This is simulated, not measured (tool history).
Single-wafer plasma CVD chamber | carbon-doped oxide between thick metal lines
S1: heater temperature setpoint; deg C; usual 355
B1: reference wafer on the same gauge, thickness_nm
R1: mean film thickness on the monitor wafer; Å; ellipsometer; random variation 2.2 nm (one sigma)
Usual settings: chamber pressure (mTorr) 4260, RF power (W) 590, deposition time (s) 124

run 1 day=0 | S1=355 chamber_pressure_(mTorr)=4260 RF_power_(W)=590 deposition_time_(s)=124 | B1=577.445 | R1=6740.25
run 2 day=2.125 | S1=355 chamber_pressure_(mTorr)=4260 RF_power_(W)=590 deposition_time_(s)=124 | B1=577.674 | R1=6761.96
run 3 day=14.454 | S1=355 chamber_pressure_(mTorr)=4260 RF_power_(W)=590 deposition_time_(s)=124 | B1=577.862 | R1=6725.94
run 4 day=17.108 | S1=355 chamber_pressure_(mTorr)=3410 RF_power_(W)=590 deposition_time_(s)=124 | B1=579.013 | R1=6449.89
run 5 day=18.829 | S1=355 chamber_pressure_(mTorr)=3410 RF_power_(W)=590 deposition_time_(s)=124 | B1=578.007 | R1=6471.81
run 6 day=26.192 | S1=355 chamber_pressure_(mTorr)=3410 RF_power_(W)=590 deposition_time_(s)=124 | B1=576.987 | R1=6415.29
run 7 day=27.788 | S1=355 chamber_pressure_(mTorr)=4260 RF_power_(W)=590 deposition_time_(s)=124 | B1=577.634 | R1=6757.88
run 8 day=29.358 | S1=355 chamber_pressure_(mTorr)=4260 RF_power_(W)=590 deposition_time_(s)=124 | B1=577.752 | R1=6709.86
-- day=32.242 gauge calibrated
run 9 day=33.279 | S1=355 chamber_pressure_(mTorr)=4260 RF_power_(W)=590 deposition_time_(s)=124 | B1=577.675 | R1=6719.49
-- day=34.442 showerhead replaced
run 10 day=34.954 | S1=355 chamber_pressure_(mTorr)=4260 RF_power_(W)=590 deposition_time_(s)=124 | B1=578.019 | R1=6723.96
run 11 day=37.829 | S1=355 chamber_pressure_(mTorr)=4260 RF_power_(W)=590 deposition_time_(s)=124 | B1=577.496 | R1=6742.19
-- day=40.062 thermocouple changed; heater temperature recalibrated
run 12 day=41.592 | S1=355 chamber_pressure_(mTorr)=4260 RF_power_(W)=590 deposition_time_(s)=124 | B1=578.23 | R1=6753.76
run 13 day=43.554 | S1=355 chamber_pressure_(mTorr)=4260 RF_power_(W)=590 deposition_time_(s)=124 | B1=577.752 | R1=6747.57
run 14 day=47.633 | S1=355 chamber_pressure_(mTorr)=4260 RF_power_(W)=590 deposition_time_(s)=124 | B1=577.785 | R1=6740.16
run 15 day=50.854 | S1=355 chamber_pressure_(mTorr)=4930 RF_power_(W)=700 deposition_time_(s)=145 | B1=577.673 | R1=9073.32
run 16 day=52.358 | S1=355 chamber_pressure_(mTorr)=4710 RF_power_(W)=490 deposition_time_(s)=124 | B1=578.042 | R1=6032.34
run 17 day=56.421 | S1=364 chamber_pressure_(mTorr)=5100 RF_power_(W)=660 deposition_time_(s)=101 | B1=578.141 | R1=5969.3
-- day=56.879 RF generator calibrated
run 18 day=60.292 | S1=369 chamber_pressure_(mTorr)=4260 RF_power_(W)=475 deposition_time_(s)=124 | B1=577.875 | R1=5615.71
run 19 day=65.458 | S1=355 chamber_pressure_(mTorr)=4670 RF_power_(W)=590 deposition_time_(s)=124 | B1=578.214 | R1=6971.98
-- day=68.933 capacitance manometer re-zeroed and calibrated
run 20 day=69.404 | S1=340 chamber_pressure_(mTorr)=4260 RF_power_(W)=505 deposition_time_(s)=124 | B1=577.814 | R1=6302.33
run 21 day=71.575 | S1=355 chamber_pressure_(mTorr)=4930 RF_power_(W)=700 deposition_time_(s)=145 | B1=578.141 | R1=9053.19
run 22 day=73.988 | S1=363 chamber_pressure_(mTorr)=3690 RF_power_(W)=680 deposition_time_(s)=143 | B1=578.296 | R1=8057.38
run 23 day=77.279 | S1=355 chamber_pressure_(mTorr)=4260 RF_power_(W)=590 deposition_time_(s)=140 | B1=578.256 | R1=7550.65
-- day=79.325 thermocouple changed; heater temperature recalibrated
run 24 day=80.425 | S1=355 chamber_pressure_(mTorr)=4260 RF_power_(W)=590 deposition_time_(s)=124 | B1=578.27 | R1=6698.8
run 25 day=93.867 | S1=355 chamber_pressure_(mTorr)=4670 RF_power_(W)=590 deposition_time_(s)=124 | B1=577.494 | R1=6780.15
run 26 day=95.938 | S1=366 chamber_pressure_(mTorr)=4260 RF_power_(W)=590 deposition_time_(s)=110 | B1=576.987 | R1=5793.64
run 27 day=99.725 | S1=367 chamber_pressure_(mTorr)=4260 RF_power_(W)=655 deposition_time_(s)=124 | B1=579.013 | R1=6950.55

Forecast each of these 3 alternatives for the next run:
run A day=99.742 | S1=355 chamber_pressure_(mTorr)=4260 RF_power_(W)=590 deposition_time_(s)=124 | B1=? | R1=?
run B day=99.742 | S1=355 chamber_pressure_(mTorr)=5200 RF_power_(W)=495 deposition_time_(s)=124 | B1=? | R1=?
run C day=99.742 | S1=348 chamber_pressure_(mTorr)=4260 RF_power_(W)=590 deposition_time_(s)=102 | B1=? | R1=?

run=A B1=577.792 R1=6733.95
run=B B1=577.792 R1=6210.89
run=C B1=577.792 R1=5657.66
Without the tool's hidden state the same runs would have given:
run=A R1=6771.26
run=B R1=6254.24
run=C R1=5689

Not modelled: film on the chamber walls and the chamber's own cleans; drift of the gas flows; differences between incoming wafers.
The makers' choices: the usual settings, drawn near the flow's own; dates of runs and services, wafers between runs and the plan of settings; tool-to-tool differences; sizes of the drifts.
